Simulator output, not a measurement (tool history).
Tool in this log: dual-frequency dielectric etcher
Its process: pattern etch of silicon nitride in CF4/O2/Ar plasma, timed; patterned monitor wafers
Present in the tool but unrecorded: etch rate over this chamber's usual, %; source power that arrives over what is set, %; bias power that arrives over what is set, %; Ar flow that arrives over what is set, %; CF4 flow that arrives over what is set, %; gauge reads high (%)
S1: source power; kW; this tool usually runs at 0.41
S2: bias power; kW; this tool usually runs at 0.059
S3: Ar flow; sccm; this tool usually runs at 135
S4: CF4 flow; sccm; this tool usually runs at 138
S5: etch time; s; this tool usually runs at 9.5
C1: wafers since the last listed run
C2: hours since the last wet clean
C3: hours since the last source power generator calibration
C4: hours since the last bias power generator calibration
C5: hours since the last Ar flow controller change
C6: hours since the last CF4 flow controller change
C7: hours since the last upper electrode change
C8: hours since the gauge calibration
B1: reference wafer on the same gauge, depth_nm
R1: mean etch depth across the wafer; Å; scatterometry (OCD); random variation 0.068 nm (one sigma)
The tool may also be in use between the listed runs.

Run 1, hour 0: usual settings but S1 0.47 kW, S2 0.051 kW; C1 0; C2 243.8; C3 3478; C4 2110.6; C5 1874.6; C6 4820; C7 5738.3; C8 135.5; B1 14.1. Result: R1 195.7 Å.
Run 2, hour 25.6: usual settings but S3 162 sccm, S4 146 sccm; C1 492; C2 269.4; C3 3503.6; C4 2136.2; C5 1900.2; C6 4845.6; C7 5763.9; C8 161.1; B1 14.1. Result: R1 175.6 Å.
Run 3, hour 48.5: usual settings but S3 162 sccm, S4 146 sccm; C1 440; C2 292.3; C3 3526.5; C4 2159.1; C5 1923.1; C6 4868.5; C7 5786.8; C8 184; B1 14.1. Result: R1 174.6 Å.
Run 4, hour 67.7: usual settings but S3 162 sccm, S4 146 sccm; C1 369; C2 311.5; C3 3545.7; C4 2178.3; C5 1942.3; C6 4887.7; C7 5806; C8 203.2; B1 14.1. Result: R1 176.5 Å.
Run 5, hour 87.5: usual settings; C1 381; C2 331.3; C3 3565.5; C4 2198.1; C5 1962.1; C6 4907.5; C7 5825.8; C8 223; B1 14.1. Result: R1 178.8 Å.
Run 6, hour 99.5: usual settings; C1 230; C2 343.3; C3 3577.5; C4 2210.1; C5 1974.1; C6 4919.5; C7 5837.8; C8 235; B1 14.11. Result: R1 179.1 Å.
At hour 126: source power generator calibrated.
At hour 140.2: CF4 flow controller replaced.
At hour 143.5: upper electrode replaced, of another model than before.
Run 7, hour 144: usual settings but S3 122 sccm; C1 601; C2 387.8; C3 18; C4 2254.6; C5 2018.6; C6 3.8; C7 0.5; C8 279.5; B1 14.11. Result: R1 181.5 Å.
At hour 145.3: gauge calibrated.
At hour 156.4: bias power generator calibrated.
At hour 187: wet clean of the chamber.
Run 8, hour 187.5: usual settings but S3 109 sccm, S4 151 sccm; C1 298; C2 0.5; C3 61.5; C4 31.1; C5 2062.1; C6 47.3; C7 44; C8 42.2; B1 14.09. Result: R1 177.9 Å.
Run 9, hour 192.2: usual settings but S1 0.31 kW, S2 0.054 kW, S3 124 sccm, S4 147 sccm; C1 90; C2 5.2; C3 66.2; C4 35.8; C5 2066.8; C6 52; C7 48.7; C8 46.9; B1 14.1. Result: R1 107.1 Å.
At hour 219.7: Ar flow controller replaced.
Run 10, hour 220.3: usual settings but S1 0.5 kW, S2 0.067 kW, S5 10.5 s; C1 425; C2 33.3; C3 94.3; C4 63.9; C5 0.6; C6 80.1; C7 76.8; C8 75; B1 14.1. Result: R1 260.7 Å.
Run 11, hour 241.5: usual settings but S1 0.47 kW, S2 0.051 kW; C1 407; C2 54.5; C3 115.5; C4 85.1; C5 21.8; C6 101.3; C7 98; C8 96.2; B1 14.1. Result: R1 209.9 Å.
Run 12, hour 256.8: usual settings but S2 0.049 kW; C1 294; C2 69.8; C3 130.8; C4 100.4; C5 37.1; C6 116.6; C7 113.3; C8 111.5; B1 14.09. Result: R1 172.3 Å.
Run 13, hour 287.7: usual settings but S4 152 sccm; C1 594; C2 100.7; C3 161.7; C4 131.3; C5 68; C6 147.5; C7 144.2; C8 142.4; B1 14.09. Result: R1 177.9 Å.
Run 14, hour 303.1: usual settings but S2 0.067 kW, S3 155 sccm; C1 296; C2 116.1; C3 177.1; C4 146.7; C5 83.4; C6 162.9; C7 159.6; C8 157.8; B1 14.1. Result: R1 175.6 Å.

Alternative continuations, all from the tool just after run 14; predict every row:
Run A, hour 303.5: usual settings; C1 7; C2 116.5; C3 177.5; C4 147.1; C5 83.8; C6 163.3; C7 160; C8 158.2; B1 ?. Result: R1 ?.
Run B, hour 303.5: usual settings but S3 108 sccm, S5 12 s; C1 7; C2 116.5; C3 177.5; C4 147.1; C5 83.8; C6 163.3; C7 160; C8 158.2; B1 ?. Result: R1 ?.
Run C, hour 303.5: usual settings but S1 0.36 kW, S2 0.066 kW, S3 102 sccm, S4 149 sccm; C1 7; C2 116.5; C3 177.5; C4 147.1; C5 83.8; C6 163.3; C7 160; C8 158.2; B1 ?. Result: R1 ?.
Run D, hour 303.5: usual settings but S5 10.5 s; C1 7; C2 116.5; C3 177.5; C4 147.1; C5 83.8; C6 163.3; C7 160; C8 158.2; B1 ?. Result: R1 ?.
Run E, hour 303.5: usual settings but S3 150 sccm; C1 7; C2 116.5; C3 177.5; C4 147.1; C5 83.8; C6 163.3; C7 160; C8 158.2; B1 ?. Result: R1 ?.

run     B1     R1
  A  14.11  175.7
  B  14.11  227.9
  C  14.11  149.8
  D  14.11  194.2
  E  14.11  173.4
Take away the tool's hidden state, keep each run's random variation, and the runs would have read:
run     R1
  A  171.1
  B  221.9
  C  145.9
  D  189.1
  E  168.9

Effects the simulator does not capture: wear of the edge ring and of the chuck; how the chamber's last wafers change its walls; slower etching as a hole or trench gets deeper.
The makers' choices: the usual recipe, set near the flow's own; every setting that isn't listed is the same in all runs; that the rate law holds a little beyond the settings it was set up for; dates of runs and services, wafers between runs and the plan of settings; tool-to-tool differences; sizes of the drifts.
